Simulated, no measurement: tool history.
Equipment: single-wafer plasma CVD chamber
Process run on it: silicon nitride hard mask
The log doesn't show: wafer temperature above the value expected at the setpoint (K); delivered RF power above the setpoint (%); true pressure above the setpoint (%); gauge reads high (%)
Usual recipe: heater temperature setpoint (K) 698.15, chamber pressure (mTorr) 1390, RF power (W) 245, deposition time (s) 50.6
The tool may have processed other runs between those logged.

run	day	heater temperature setpoint (K)	chamber pressure (mTorr)	RF power (W)	deposition time (s)	wafers since the last listed run	hours since the last thermocouple change	hours since the last RF generator calibration	hours since the last manometer calibration	hours since the showerhead was replaced	hours since the gauge calibration	read-back reference wafer on the same gauge, thickness_nm	mean film thickness on the monitor wafer (angstrom)
1	0.000	698.15	1390	245	50.6	0	880.5	968.3	1120.5	3460.4	1017.0	60.433	515.41
2	3.767	698.15	1390	245	50.6	1686	970.9	1058.7	1210.9	3550.8	1107.4	60.500	515.36
3	5.808	698.15	1390	245	50.6	914	1019.9	1107.7	1259.9	3599.8	1156.4	60.498	516.12
4	9.292	698.15	1390	245	50.6	1560	1103.5	1191.3	1343.5	3683.4	1240.0	60.507	520.08
5	11.900	689.15	1390	245	50.6	1168	1166.1	1253.9	1406.1	3746.0	1302.6	60.508	517.14
6	15.438	698.15	1470	245	50.6	1584	1251.0	1338.8	1491.0	3830.9	1387.5	60.553	525.85
# day 17.967: gauge calibrated
7	19.112	698.15	1470	245	50.6	1645	1339.2	1427.0	1579.2	3919.1	27.5	60.507	522.28
8	21.442	698.15	1470	245	50.6	1043	1395.1	1482.9	1635.1	3975.0	83.4	60.549	526.59
9	24.508	705.15	1390	245	50.6	1373	1468.7	1556.5	1708.7	4048.6	157.0	60.563	513.25
# day 26.196: showerhead replaced
10	26.217	705.15	1390	245	50.6	615	1509.7	1597.5	1749.7	0.5	198.0	60.448	512.40
# day 26.604: capacitance manometer re-zeroed and calibrated
# day 26.979: thermocouple changed; heater temperature recalibrated
11	29.183	684.15	1390	245	50.6	1030	52.9	1668.7	61.9	71.7	269.2	60.504	521.14
12	31.996	685.15	1390	245	45.3	1259	120.4	1736.2	129.4	139.2	336.7	60.475	461.75
13	33.554	698.15	1700	220	50.6	697	157.8	1773.6	166.8	176.6	374.1	60.475	490.95
14	36.838	698.15	1390	245	50.6	1470	236.6	1852.4	245.6	255.4	452.9	60.506	513.73
15	40.225	698.15	1220	270	50.6	1517	317.9	1933.7	326.9	336.7	534.2	60.488	550.74
# day 40.617: RF generator calibrated
16	43.271	698.15	1500	280	47.6	1214	391.0	63.7	400.0	409.8	607.3	60.505	554.46
17	45.912	702.15	1390	275	50.6	1183	454.4	127.1	463.4	473.2	670.7	60.475	572.07
18	50.079	698.15	1390	245	50.6	1866	554.4	227.1	563.4	573.2	770.7	60.574	512.50
19	52.771	698.15	1390	245	45.1	1205	619.0	291.7	628.0	637.8	835.3	60.537	457.73
20	54.612	698.15	1390	285	59.8	824	663.2	335.9	672.2	682.0	879.5	60.445	700.50
21	57.804	686.15	1390	245	50.6	1429	739.8	412.5	748.8	758.6	956.1	60.526	519.79

What if the next run were any one of these 5? Each begins from the tool's condition after run 21:
A	57.821	698.15	1180	245	50.6	7	740.2	412.9	749.2	759.0	956.5	?	?
B	57.821	698.15	1180	285	50.6	7	740.2	412.9	749.2	759.0	956.5	?	?
C	57.821	694.15	1140	245	46.0	7	740.2	412.9	749.2	759.0	956.5	?	?
D	57.821	709.15	1600	195	41.7	7	740.2	412.9	749.2	759.0	956.5	?	?
E	57.821	698.15	1250	245	50.6	7	740.2	412.9	749.2	759.0	956.5	?	?

run	read-back reference wafer on the same gauge, thickness_nm	mean film thickness on the monitor wafer (angstrom)
A	60.522	494.53
B	60.522	568.25
C	60.522	445.90
D	60.522	347.57
E	60.522	502.88
The same runs, with their run-to-run variation unchanged, on a tool lacking any hidden condition would have given:
run	mean film thickness on the monitor wafer (angstrom)
A	494.53
B	568.25
C	445.90
D	347.57
E	502.88
